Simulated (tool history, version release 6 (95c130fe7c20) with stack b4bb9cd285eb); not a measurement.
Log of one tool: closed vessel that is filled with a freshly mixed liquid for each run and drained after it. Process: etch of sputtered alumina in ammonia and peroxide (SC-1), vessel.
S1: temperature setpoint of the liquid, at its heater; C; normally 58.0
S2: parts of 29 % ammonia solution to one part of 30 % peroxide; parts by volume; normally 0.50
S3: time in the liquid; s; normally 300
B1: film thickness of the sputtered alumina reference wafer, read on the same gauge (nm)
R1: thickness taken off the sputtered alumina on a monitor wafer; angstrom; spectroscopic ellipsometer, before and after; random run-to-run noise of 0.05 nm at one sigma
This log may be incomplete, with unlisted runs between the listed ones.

{"run": 1, "hour": 0.0, "S1": 58.0, "S2": 0.5, "S3": 375, "B1": 49.99, "R1": 191.5}
{"run": 2, "hour": 25.4, "S1": 58.0, "S2": 0.5, "S3": 300, "B1": 50.0, "R1": 152.7}
{"run": 3, "hour": 87.3, "S1": 58.0, "S2": 0.5, "S3": 300, "B1": 50.01, "R1": 152.4}
{"run": 4, "hour": 155.5, "S1": 58.0, "S2": 0.5, "S3": 300, "B1": 50.01, "R1": 152.4}
{"hour": 170.4, "done": "new drum of ammonia solution connected"}
{"run": 5, "hour": 209.6, "S1": 58.0, "S2": 0.5, "S3": 300, "B1": 50.01, "R1": 153.6}
{"run": 6, "hour": 252.5, "S1": 58.0, "S2": 0.5, "S3": 300, "B1": 50.0, "R1": 153.1}
{"run": 7, "hour": 316.4, "S1": 58.0, "S2": 0.5, "S3": 300, "B1": 50.0, "R1": 153.0}
{"run": 8, "hour": 347.0, "S1": 58.0, "S2": 0.5, "S3": 300, "B1": 49.97, "R1": 152.1}
{"run": 9, "hour": 414.1, "S1": 58.0, "S2": 0.5, "S3": 190, "B1": 50.0, "R1": 96.9}
{"hour": 423.0, "done": "new drum of ammonia solution connected"}
{"run": 10, "hour": 441.5, "S1": 58.0, "S2": 0.5, "S3": 190, "B1": 50.0, "R1": 97.2}
{"run": 11, "hour": 598.9, "S1": 55.0, "S2": 0.7, "S3": 300, "B1": 50.01, "R1": 134.7}
{"hour": 629.9, "done": "gauge calibrated"}
{"hour": 652.0, "done": "thermometer replaced"}
{"run": 12, "hour": 657.8, "S1": 55.0, "S2": 0.7, "S3": 300, "B1": 50.0, "R1": 135.0}
{"hour": 693.8, "done": "new drum of ammonia solution connected"}
{"run": 13, "hour": 698.8, "S1": 58.0, "S2": 0.5, "S3": 300, "B1": 50.01, "R1": 154.1}
{"hour": 729.8, "done": "ammonia flow meter replaced"}
{"run": 14, "hour": 730.3, "S1": 58.0, "S2": 0.5, "S3": 375, "B1": 50.0, "R1": 192.2}
{"run": 15, "hour": 769.6, "S1": 58.0, "S2": 0.5, "S3": 190, "B1": 50.0, "R1": 97.2}
{"run": 16, "hour": 822.5, "S1": 51.0, "S2": 0.5, "S3": 195, "B1": 49.99, "R1": 68.4}
{"run": 17, "hour": 875.1, "S1": 52.0, "S2": 0.75, "S3": 225, "B1": 50.0, "R1": 86.4}
{"run": 18, "hour": 937.1, "S1": 58.0, "S2": 0.5, "S3": 410, "B1": 50.0, "R1": 207.6}
{"hour": 958.0, "done": "new drum of ammonia solution connected"}
{"run": 19, "hour": 973.5, "S1": 58.0, "S2": 0.5, "S3": 300, "B1": 50.0, "R1": 154.0}
{"run": 20, "hour": 1033.7, "S1": 52.0, "S2": 0.75, "S3": 225, "B1": 50.02, "R1": 86.7}
{"run": 21, "hour": 1101.8, "S1": 52.0, "S2": 0.25, "S3": 470, "B1": 49.99, "R1": 163.7}
{"run": 22, "hour": 1150.0, "S1": 64.0, "S2": 0.7, "S3": 410, "B1": 49.99, "R1": 292.6}
{"run": 23, "hour": 1174.7, "S1": 51.0, "S2": 0.35, "S3": 300, "B1": 49.99, "R1": 101.3}
{"hour": 1236.0, "done": "new drum of ammonia solution connected"}
{"run": 24, "hour": 1243.9, "S1": 58.0, "S2": 0.65, "S3": 300, "B1": 50.01, "R1": 158.3}
{"run": 25, "hour": 1275.9, "S1": 58.0, "S2": 0.5, "S3": 375, "B1": 49.98, "R1": 192.0}
{"run": 26, "hour": 1347.0, "S1": 55.5, "S2": 0.7, "S3": 300, "B1": 50.0, "R1": 138.0}
{"run": 27, "hour": 1377.5, "S1": 58.0, "S2": 0.5, "S3": 380, "B1": 50.0, "R1": 194.2}

5 options for the next run, each taken on its own from the tool as it stands now. Forecast them:
{"run": "A", "hour": 1378.2, "S1": 58.0, "S2": 0.3, "S3": 300, "B1": "?", "R1": "?"}
{"run": "B", "hour": 1378.2, "S1": 67.0, "S2": 0.3, "S3": 210, "B1": "?", "R1": "?"}
{"run": "C", "hour": 1378.2, "S1": 62.5, "S2": 0.5, "S3": 350, "B1": "?", "R1": "?"}
{"run": "D", "hour": 1378.2, "S1": 62.5, "S2": 0.6, "S3": 210, "B1": "?", "R1": "?"}
{"run": "E", "hour": 1378.2, "S1": 51.5, "S2": 0.65, "S3": 365, "B1": "?", "R1": "?"}

run=A B1=50.01 R1=145.4
run=B B1=50.01 R1=160.4
run=C B1=50.01 R1=224.3
run=D B1=50.01 R1=136.9
run=E B1=50.01 R1=134.7
With the hidden condition removed and each run's random variation left untouched, the same runs would have given:
run=A R1=146.3
run=B R1=161.3
run=C R1=225.6
run=D R1=137.7
run=E R1=135.5

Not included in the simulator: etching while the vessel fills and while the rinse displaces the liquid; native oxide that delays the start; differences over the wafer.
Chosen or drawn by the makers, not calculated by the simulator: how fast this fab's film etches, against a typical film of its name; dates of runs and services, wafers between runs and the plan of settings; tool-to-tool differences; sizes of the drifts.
